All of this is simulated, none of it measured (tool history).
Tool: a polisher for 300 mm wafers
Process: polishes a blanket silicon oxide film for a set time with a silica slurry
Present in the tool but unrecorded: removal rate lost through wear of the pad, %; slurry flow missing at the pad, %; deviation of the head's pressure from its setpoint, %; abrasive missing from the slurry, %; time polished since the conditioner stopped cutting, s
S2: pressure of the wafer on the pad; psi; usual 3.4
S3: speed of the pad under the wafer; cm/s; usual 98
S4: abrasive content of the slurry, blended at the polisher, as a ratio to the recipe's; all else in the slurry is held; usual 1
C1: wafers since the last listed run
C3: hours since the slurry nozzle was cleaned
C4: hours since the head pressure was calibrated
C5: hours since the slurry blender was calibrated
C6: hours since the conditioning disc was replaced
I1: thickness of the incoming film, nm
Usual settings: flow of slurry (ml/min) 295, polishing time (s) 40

run 1 hour=0 | flow_of_slurry_(ml/min)=295 S2=3.4 S3=74 S4=1 polishing_time_(s)=40 | C1=0 wafers_polished_on_this_pad=2929 C3=144 C4=124.7 C5=55.4 C6=88.2 | I1=1195.3 | film_removed_(Å)=780
-- hour=11.2 worn pad replaced by a new one
run 2 hour=28.9 | flow_of_slurry_(ml/min)=295 S2=3.4 S3=74 S4=1 polishing_time_(s)=40 | C1=285 wafers_polished_on_this_pad=203 C3=172.9 C4=153.6 C5=84.3 C6=117.1 | I1=1172.8 | film_removed_(Å)=777
run 3 hour=70 | flow_of_slurry_(ml/min)=295 S2=3.4 S3=98 S4=1 polishing_time_(s)=40 | C1=471 wafers_polished_on_this_pad=674 C3=214 C4=194.7 C5=125.4 C6=158.2 | I1=1204.6 | film_removed_(Å)=959
run 4 hour=141.1 | flow_of_slurry_(ml/min)=295 S2=3.4 S3=98 S4=1 polishing_time_(s)=40 | C1=814 wafers_polished_on_this_pad=1489 C3=285.1 C4=265.8 C5=196.5 C6=229.3 | I1=1198.7 | film_removed_(Å)=953
run 5 hour=200.1 | flow_of_slurry_(ml/min)=295 S2=3.4 S3=98 S4=1 polishing_time_(s)=40 | C1=676 wafers_polished_on_this_pad=2165 C3=344.1 C4=324.8 C5=255.5 C6=288.3 | I1=1203.9 | film_removed_(Å)=937
run 6 hour=271 | flow_of_slurry_(ml/min)=295 S2=3.4 S3=98 S4=1 polishing_time_(s)=40 | C1=812 wafers_polished_on_this_pad=2978 C3=415 C4=395.7 C5=326.4 C6=359.2 | I1=1177.9 | film_removed_(Å)=924
-- hour=278.4 slurry blender recalibrated
-- hour=304.5 worn pad replaced by a new one
run 7 hour=320.9 | flow_of_slurry_(ml/min)=295 S2=3.4 S3=98 S4=1 polishing_time_(s)=40 | C1=503 wafers_polished_on_this_pad=187 C3=464.9 C4=445.6 C5=42.5 C6=409.1 | I1=1207.6 | film_removed_(Å)=935
run 8 hour=382.3 | flow_of_slurry_(ml/min)=240 S2=3.4 S3=98 S4=1 polishing_time_(s)=40 | C1=703 wafers_polished_on_this_pad=891 C3=526.3 C4=507 C5=103.9 C6=470.5 | I1=1182.6 | film_removed_(Å)=896
run 9 hour=420.4 | flow_of_slurry_(ml/min)=240 S2=3.4 S3=98 S4=1 polishing_time_(s)=40 | C1=436 wafers_polished_on_this_pad=1328 C3=564.4 C4=545.1 C5=142 C6=508.6 | I1=1178.8 | film_removed_(Å)=890
run 10 hour=478.7 | flow_of_slurry_(ml/min)=325 S2=3.4 S3=122 S4=1 polishing_time_(s)=40 | C1=668 wafers_polished_on_this_pad=1996 C3=622.7 C4=603.4 C5=200.3 C6=566.9 | I1=1191.8 | film_removed_(Å)=1085
-- hour=487.1 slurry nozzle cleaned
-- hour=498.4 head pressure recalibrated
-- hour=502.5 conditioning disc replaced and pad reconditioned
run 11 hour=540.7 | flow_of_slurry_(ml/min)=325 S2=3.4 S3=122 S4=1 polishing_time_(s)=40 | C1=653 wafers_polished_on_this_pad=2649 C3=53.6 C4=42.3 C5=262.3 C6=38.2 | I1=1194.3 | film_removed_(Å)=1137
-- hour=562.7 slurry blender recalibrated
-- hour=595.9 worn pad replaced by a new one
run 12 hour=616.1 | flow_of_slurry_(ml/min)=295 S2=3.9 S3=98 S4=1 polishing_time_(s)=51 | C1=795 wafers_polished_on_this_pad=231 C3=129 C4=117.7 C5=53.4 C6=113.6 | I1=1172.2 | film_removed_(Å)=1347
run 13 hour=667.7 | flow_of_slurry_(ml/min)=295 S2=3.4 S3=122 S4=1 polishing_time_(s)=51 | C1=591 wafers_polished_on_this_pad=822 C3=180.6 C4=169.3 C5=105 C6=165.2 | I1=1194.9 | film_removed_(Å)=1452
run 14 hour=701.6 | flow_of_slurry_(ml/min)=205 S2=2.6 S3=114 S4=0.9 polishing_time_(s)=40 | C1=388 wafers_polished_on_this_pad=1211 C3=214.5 C4=203.2 C5=138.9 C6=199.1 | I1=1170.1 | film_removed_(Å)=767
run 15 hour=837.1 | flow_of_slurry_(ml/min)=295 S2=4.3 S3=98 S4=1 polishing_time_(s)=40 | C1=1553 wafers_polished_on_this_pad=2764 C3=350 C4=338.7 C5=274.4 C6=334.6 | I1=1203.9 | film_removed_(Å)=1109
-- hour=852.8 worn pad replaced by a new one
-- hour=867.6 slurry blender recalibrated
run 16 hour=887.3 | flow_of_slurry_(ml/min)=295 S2=3.4 S3=98 S4=1 polishing_time_(s)=52 | C1=506 wafers_polished_on_this_pad=372 C3=400.2 C4=388.9 C5=19.7 C6=384.8 | I1=1175 | film_removed_(Å)=1231
run 17 hour=963.3 | flow_of_slurry_(ml/min)=295 S2=3.4 S3=98 S4=1 polishing_time_(s)=40 | C1=871 wafers_polished_on_this_pad=1243 C3=476.2 C4=464.9 C5=95.7 C6=460.8 | I1=1182.3 | film_removed_(Å)=917
-- hour=1034.8 head pressure recalibrated
-- hour=1066.9 conditioning disc replaced and pad reconditioned
-- hour=1067.9 slurry nozzle cleaned
run 18 hour=1086.9 | flow_of_slurry_(ml/min)=295 S2=3.4 S3=98 S4=1 polishing_time_(s)=40 | C1=1359 wafers_polished_on_this_pad=2603 C3=19 C4=52.1 C5=219.3 C6=20 | I1=1203.2 | film_removed_(Å)=955
run 19 hour=1118.3 | flow_of_slurry_(ml/min)=295 S2=3.9 S3=98 S4=1 polishing_time_(s)=51 | C1=359 wafers_polished_on_this_pad=2963 C3=50.4 C4=83.5 C5=250.7 C6=51.4 | I1=1177.5 | film_removed_(Å)=1362
-- hour=1129.2 worn pad replaced by a new one
-- hour=1176.7 slurry blender recalibrated
run 20 hour=1190 | flow_of_slurry_(ml/min)=295 S2=3.4 S3=98 S4=1 polishing_time_(s)=40 | C1=753 wafers_polished_on_this_pad=673 C3=122.1 C4=155.2 C5=13.3 C6=123.1 | I1=1201.4 | film_removed_(Å)=961
run 21 hour=1247.6 | flow_of_slurry_(ml/min)=295 S2=4.1 S3=98 S4=0.75 polishing_time_(s)=40 | C1=660 wafers_polished_on_this_pad=1334 C3=179.7 C4=212.8 C5=70.9 C6=180.7 | I1=1194.3 | film_removed_(Å)=856
run 22 hour=1275.6 | flow_of_slurry_(ml/min)=295 S2=2.2 S3=72 S4=1 polishing_time_(s)=40 | C1=320 wafers_polished_on_this_pad=1655 C3=207.7 C4=240.8 C5=98.9 C6=208.7 | I1=1204.8 | film_removed_(Å)=572
run 23 hour=1339.9 | flow_of_slurry_(ml/min)=295 S2=3.4 S3=98 S4=1 polishing_time_(s)=46 | C1=737 wafers_polished_on_this_pad=2392 C3=272 C4=305.1 C5=163.2 C6=273 | I1=1188.2 | film_removed_(Å)=1091
run 24 hour=1382.5 | flow_of_slurry_(ml/min)=295 S2=3.8 S3=98 S4=1 polishing_time_(s)=44 | C1=488 wafers_polished_on_this_pad=2880 C3=314.6 C4=347.7 C5=205.8 C6=315.6 | I1=1193.2 | film_removed_(Å)=1130
-- hour=1402.7 worn pad replaced by a new one
run 25 hour=1437.2 | flow_of_slurry_(ml/min)=295 S2=2.3 S3=110 S4=1 polishing_time_(s)=40 | C1=581 wafers_polished_on_this_pad=395 C3=369.3 C4=402.4 C5=260.5 C6=370.3 | I1=1190.8 | film_removed_(Å)=776

Some steps in film removed (Å) between neighbouring runs. How much of each would the tool show without its hidden state too (settings, what came in, random variation), and how much is left for the hidden state, with any gauge scatter that isn't in both results?
Run 10 -> 11: slurry nozzle cleaned, head pressure recalibrated, conditioning disc replaced and pad reconditioned. film removed (Å) +52: hidden state +57, all else -5.
Run 13 -> 14: flow of slurry (ml/min) 295 -> 205, S2 3.4 -> 2.6, S3 122 -> 114, S4 1 -> 0.9, polishing time (s) 51 -> 40. film removed (Å) -685: hidden state +2, all else -687.
Run 17 -> 18: head pressure recalibrated, conditioning disc replaced and pad reconditioned, slurry nozzle cleaned. film removed (Å) +38: hidden state +41, all else -3.
Run 22 -> 23: S2 2.2 -> 3.4, S3 72 -> 98, polishing time (s) 40 -> 46. film removed (Å) +519: hidden state -17, all else +536.

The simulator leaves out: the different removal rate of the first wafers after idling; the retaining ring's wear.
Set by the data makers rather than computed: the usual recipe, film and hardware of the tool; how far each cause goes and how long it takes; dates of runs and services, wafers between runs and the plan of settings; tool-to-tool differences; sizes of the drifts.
